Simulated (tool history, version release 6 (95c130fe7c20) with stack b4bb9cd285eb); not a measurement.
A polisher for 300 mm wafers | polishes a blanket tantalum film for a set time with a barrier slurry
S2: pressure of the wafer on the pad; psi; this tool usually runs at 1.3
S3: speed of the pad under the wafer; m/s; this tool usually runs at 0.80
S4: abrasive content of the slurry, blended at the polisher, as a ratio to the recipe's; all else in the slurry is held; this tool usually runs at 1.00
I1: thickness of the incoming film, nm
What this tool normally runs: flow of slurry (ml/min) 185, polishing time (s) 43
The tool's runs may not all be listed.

{"run": 1, "hour": 0.0, "flow of slurry (ml/min)": 185, "S2": 1.3, "S3": 0.8, "S4": 1.0, "polishing time (s)": 43, "I1": 345.6, "film removed (angstrom)": 417}
{"run": 2, "hour": 25.9, "flow of slurry (ml/min)": 185, "S2": 1.3, "S3": 0.8, "S4": 1.0, "polishing time (s)": 43, "I1": 348.3, "film removed (angstrom)": 419}
{"run": 3, "hour": 56.1, "flow of slurry (ml/min)": 185, "S2": 1.3, "S3": 0.8, "S4": 1.0, "polishing time (s)": 43, "I1": 350.9, "film removed (angstrom)": 413}
{"hour": 65.8, "done": "worn pad replaced by a new one"}
{"run": 4, "hour": 70.5, "flow of slurry (ml/min)": 185, "S2": 1.3, "S3": 0.8, "S4": 1.0, "polishing time (s)": 43, "I1": 353.9, "film removed (angstrom)": 443}
{"run": 5, "hour": 100.0, "flow of slurry (ml/min)": 185, "S2": 1.3, "S3": 0.8, "S4": 1.0, "polishing time (s)": 43, "I1": 351.4, "film removed (angstrom)": 422}
{"run": 6, "hour": 129.7, "flow of slurry (ml/min)": 185, "S2": 1.3, "S3": 0.8, "S4": 1.0, "polishing time (s)": 43, "I1": 348.0, "film removed (angstrom)": 421}
{"run": 7, "hour": 145.3, "flow of slurry (ml/min)": 185, "S2": 1.0, "S3": 0.8, "S4": 1.0, "polishing time (s)": 43, "I1": 350.3, "film removed (angstrom)": 318}
{"run": 8, "hour": 165.5, "flow of slurry (ml/min)": 185, "S2": 1.3, "S3": 0.8, "S4": 1.0, "polishing time (s)": 43, "I1": 348.8, "film removed (angstrom)": 417}
{"hour": 184.7, "done": "worn pad replaced by a new one"}
{"run": 9, "hour": 191.3, "flow of slurry (ml/min)": 185, "S2": 1.3, "S3": 0.8, "S4": 1.0, "polishing time (s)": 43, "I1": 350.7, "film removed (angstrom)": 392}
{"hour": 200.2, "done": "head pressure recalibrated"}
{"run": 10, "hour": 210.0, "flow of slurry (ml/min)": 185, "S2": 1.3, "S3": 0.8, "S4": 1.0, "polishing time (s)": 43, "I1": 346.1, "film removed (angstrom)": 388}
{"run": 11, "hour": 227.4, "flow of slurry (ml/min)": 185, "S2": 1.3, "S3": 0.8, "S4": 1.15, "polishing time (s)": 43, "I1": 352.6, "film removed (angstrom)": 398}
{"run": 12, "hour": 243.9, "flow of slurry (ml/min)": 185, "S2": 1.3, "S3": 0.8, "S4": 1.15, "polishing time (s)": 43, "I1": 347.9, "film removed (angstrom)": 388}
{"hour": 250.2, "done": "slurry nozzle cleaned"}
{"run": 13, "hour": 259.5, "flow of slurry (ml/min)": 185, "S2": 1.3, "S3": 0.8, "S4": 0.9, "polishing time (s)": 43, "I1": 354.6, "film removed (angstrom)": 362}
{"run": 14, "hour": 291.8, "flow of slurry (ml/min)": 245, "S2": 1.8, "S3": 0.8, "S4": 0.7, "polishing time (s)": 43, "I1": 352.0, "film removed (angstrom)": 472}
{"hour": 303.9, "done": "slurry blender recalibrated"}
{"run": 15, "hour": 318.1, "flow of slurry (ml/min)": 185, "S2": 1.3, "S3": 0.8, "S4": 1.0, "polishing time (s)": 43, "I1": 350.5, "film removed (angstrom)": 368}
{"hour": 326.1, "done": "worn pad replaced by a new one, repeated, since the last time left the tool worse"}
{"run": 16, "hour": 353.6, "flow of slurry (ml/min)": 185, "S2": 1.3, "S3": 0.8, "S4": 1.0, "polishing time (s)": 57, "I1": 344.4, "film removed (angstrom)": 566}
{"run": 17, "hour": 388.3, "flow of slurry (ml/min)": 240, "S2": 1.6, "S3": 0.8, "S4": 0.8, "polishing time (s)": 49, "I1": 352.0, "film removed (angstrom)": 569}
{"run": 18, "hour": 410.2, "flow of slurry (ml/min)": 185, "S2": 1.3, "S3": 0.72, "S4": 1.0, "polishing time (s)": 51, "I1": 355.2, "film removed (angstrom)": 439}
{"run": 19, "hour": 427.1, "flow of slurry (ml/min)": 235, "S2": 1.5, "S3": 1.0, "S4": 1.0, "polishing time (s)": 48, "I1": 345.7, "film removed (angstrom)": 675}
{"hour": 446.4, "done": "worn pad replaced by a new one"}
{"run": 20, "hour": 448.0, "flow of slurry (ml/min)": 185, "S2": 1.3, "S3": 0.8, "S4": 1.0, "polishing time (s)": 43, "I1": 347.8, "film removed (angstrom)": 432}
{"run": 21, "hour": 460.9, "flow of slurry (ml/min)": 185, "S2": 1.5, "S3": 0.8, "S4": 0.85, "polishing time (s)": 43, "I1": 355.0, "film removed (angstrom)": 475}
{"run": 22, "hour": 485.6, "flow of slurry (ml/min)": 185, "S2": 1.5, "S3": 0.7, "S4": 1.0, "polishing time (s)": 43, "I1": 344.4, "film removed (angstrom)": 429}
{"run": 23, "hour": 521.4, "flow of slurry (ml/min)": 185, "S2": 1.3, "S3": 0.8, "S4": 1.0, "polishing time (s)": 43, "I1": 346.3, "film removed (angstrom)": 423}
{"run": 24, "hour": 543.1, "flow of slurry (ml/min)": 185, "S2": 1.3, "S3": 0.8, "S4": 1.0, "polishing time (s)": 37, "I1": 350.9, "film removed (angstrom)": 359}
{"run": 25, "hour": 555.5, "flow of slurry (ml/min)": 185, "S2": 1.6, "S3": 0.72, "S4": 1.0, "polishing time (s)": 54, "I1": 356.6, "film removed (angstrom)": 588}
{"hour": 584.1, "done": "worn pad replaced by a new one"}
{"run": 26, "hour": 584.6, "flow of slurry (ml/min)": 245, "S2": 1.8, "S3": 0.8, "S4": 0.7, "polishing time (s)": 43, "I1": 353.1, "film removed (angstrom)": 561}
{"run": 27, "hour": 613.3, "flow of slurry (ml/min)": 185, "S2": 1.3, "S3": 0.8, "S4": 1.0, "polishing time (s)": 43, "I1": 350.9, "film removed (angstrom)": 430}

What if the next run were any one of these 5? Each begins from the tool's condition after run 27:
{"run": "A", "hour": 613.7, "flow of slurry (ml/min)": 185, "S2": 1.3, "S3": 0.8, "S4": 1.0, "polishing time (s)": 43, "I1": 351.7, "film removed (angstrom)": "?"}
{"run": "B", "hour": 613.7, "flow of slurry (ml/min)": 145, "S2": 0.9, "S3": 0.8, "S4": 1.0, "polishing time (s)": 28, "I1": 351.7, "film removed (angstrom)": "?"}
{"run": "C", "hour": 613.7, "flow of slurry (ml/min)": 185, "S2": 1.8, "S3": 0.8, "S4": 0.9, "polishing time (s)": 52, "I1": 351.7, "film removed (angstrom)": "?"}
{"run": "D", "hour": 613.7, "flow of slurry (ml/min)": 205, "S2": 1.3, "S3": 0.8, "S4": 1.0, "polishing time (s)": 43, "I1": 351.7, "film removed (angstrom)": "?"}
{"run": "E", "hour": 613.7, "flow of slurry (ml/min)": 150, "S2": 0.9, "S3": 0.8, "S4": 1.0, "polishing time (s)": 43, "I1": 351.7, "film removed (angstrom)": "?"}

run=A film_removed_(angstrom)=432
run=B film_removed_(angstrom)=190
run=C film_removed_(angstrom)=702
run=D film_removed_(angstrom)=436
run=E film_removed_(angstrom)=293
Without the tool's unlogged condition, the same runs would have read:
run=A film_removed_(angstrom)=446
run=B film_removed_(angstrom)=196
run=C film_removed_(angstrom)=725
run=D film_removed_(angstrom)=450
run=E film_removed_(angstrom)=303
